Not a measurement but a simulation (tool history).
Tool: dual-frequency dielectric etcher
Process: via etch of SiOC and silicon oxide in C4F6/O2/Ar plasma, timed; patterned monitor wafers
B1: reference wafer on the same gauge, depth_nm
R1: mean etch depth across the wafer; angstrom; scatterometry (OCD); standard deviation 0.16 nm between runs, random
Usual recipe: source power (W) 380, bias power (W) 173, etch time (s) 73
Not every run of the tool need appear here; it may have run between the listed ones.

run 1 day=0 | source_power_(W)=380 bias_power_(W)=173 etch_time_(s)=73 | B1=94.9 | R1=803
-- day=1.083 wet clean of the chamber
run 2 day=3.7 | source_power_(W)=380 bias_power_(W)=173 etch_time_(s)=73 | B1=94.9 | R1=801
run 3 day=6.838 | source_power_(W)=300 bias_power_(W)=173 etch_time_(s)=61.5 | B1=94.9 | R1=621
run 4 day=10.925 | source_power_(W)=300 bias_power_(W)=173 etch_time_(s)=61.5 | B1=94.9 | R1=622
run 5 day=13.933 | source_power_(W)=380 bias_power_(W)=173 etch_time_(s)=73 | B1=94.9 | R1=802
run 6 day=15.838 | source_power_(W)=380 bias_power_(W)=173 etch_time_(s)=73 | B1=94.9 | R1=800
run 7 day=19.708 | source_power_(W)=380 bias_power_(W)=173 etch_time_(s)=73 | B1=95 | R1=801
-- day=20.304 gauge calibrated
run 8 day=23.062 | source_power_(W)=450 bias_power_(W)=173 etch_time_(s)=77.5 | B1=94.9 | R1=904
run 9 day=26.829 | source_power_(W)=450 bias_power_(W)=173 etch_time_(s)=77.5 | B1=94.9 | R1=904
-- day=28.583 upper electrode replaced
-- day=28.588 wet clean of the chamber
run 10 day=28.604 | source_power_(W)=450 bias_power_(W)=173 etch_time_(s)=77.5 | B1=94.9 | R1=906
-- day=32.871 bias power generator calibrated
run 11 day=39.208 | source_power_(W)=380 bias_power_(W)=145 etch_time_(s)=88 | B1=94.9 | R1=891
run 12 day=42.575 | source_power_(W)=350 bias_power_(W)=173 etch_time_(s)=73 | B1=94.9 | R1=779
run 13 day=45.288 | source_power_(W)=310 bias_power_(W)=173 etch_time_(s)=73 | B1=95 | R1=746
-- day=47.362 source power generator calibrated
run 14 day=47.567 | source_power_(W)=290 bias_power_(W)=206 etch_time_(s)=73 | B1=94.9 | R1=786
run 15 day=51.733 | source_power_(W)=380 bias_power_(W)=205 etch_time_(s)=73 | B1=94.9 | R1=866
-- day=54.588 wet clean of the chamber
run 16 day=54.604 | source_power_(W)=380 bias_power_(W)=173 etch_time_(s)=73 | B1=94.9 | R1=800
run 17 day=56.408 | source_power_(W)=380 bias_power_(W)=173 etch_time_(s)=73 | B1=94.9 | R1=803
run 18 day=58.529 | source_power_(W)=380 bias_power_(W)=173 etch_time_(s)=61.5 | B1=94.9 | R1=675
run 19 day=62.225 | source_power_(W)=310 bias_power_(W)=148 etch_time_(s)=88.5 | B1=94.9 | R1=840
run 20 day=65.158 | source_power_(W)=380 bias_power_(W)=132 etch_time_(s)=62 | B1=94.9 | R1=602
run 21 day=67.938 | source_power_(W)=440 bias_power_(W)=143 etch_time_(s)=73 | B1=94.9 | R1=773
run 22 day=71.792 | source_power_(W)=380 bias_power_(W)=162 etch_time_(s)=73 | B1=94.9 | R1=776
run 23 day=75.812 | source_power_(W)=380 bias_power_(W)=160 etch_time_(s)=73 | B1=94.9 | R1=772
-- day=76.896 wet clean of the chamber
run 24 day=78.246 | source_power_(W)=420 bias_power_(W)=173 etch_time_(s)=90 | B1=94.9 | R1=1020
run 25 day=81.738 | source_power_(W)=440 bias_power_(W)=198 etch_time_(s)=73 | B1=94.9 | R1=896
run 26 day=85.883 | source_power_(W)=470 bias_power_(W)=210 etch_time_(s)=93.5 | B1=94.9 | R1=1208
run 27 day=89.95 | source_power_(W)=380 bias_power_(W)=173 etch_time_(s)=73 | B1=95 | R1=799
run 28 day=91.608 | source_power_(W)=310 bias_power_(W)=215 etch_time_(s)=87.5 | B1=94.9 | R1=986
run 29 day=95.225 | source_power_(W)=420 bias_power_(W)=173 etch_time_(s)=90 | B1=94.9 | R1=1025

5 ways to go on from here, each from the tool as it stands after run 29. What would each give?
run A day=95.242 | source_power_(W)=380 bias_power_(W)=173 etch_time_(s)=73 | B1=? | R1=?
run B day=95.242 | source_power_(W)=380 bias_power_(W)=173 etch_time_(s)=94.5 | B1=? | R1=?
run C day=95.242 | source_power_(W)=380 bias_power_(W)=161 etch_time_(s)=91 | B1=? | R1=?
run D day=95.242 | source_power_(W)=380 bias_power_(W)=141 etch_time_(s)=87.5 | B1=? | R1=?
run E day=95.242 | source_power_(W)=420 bias_power_(W)=187 etch_time_(s)=73 | B1=? | R1=?

run=A B1=94.9 R1=802
run=B B1=94.9 R1=1039
run=C B1=94.9 R1=968
run=D B1=94.9 R1=876
run=E B1=94.9 R1=861
Had the tool no hidden state, the same runs would have come out as:
run=A R1=802
run=B R1=1039
run=C R1=968
run=D R1=876
run=E R1=861

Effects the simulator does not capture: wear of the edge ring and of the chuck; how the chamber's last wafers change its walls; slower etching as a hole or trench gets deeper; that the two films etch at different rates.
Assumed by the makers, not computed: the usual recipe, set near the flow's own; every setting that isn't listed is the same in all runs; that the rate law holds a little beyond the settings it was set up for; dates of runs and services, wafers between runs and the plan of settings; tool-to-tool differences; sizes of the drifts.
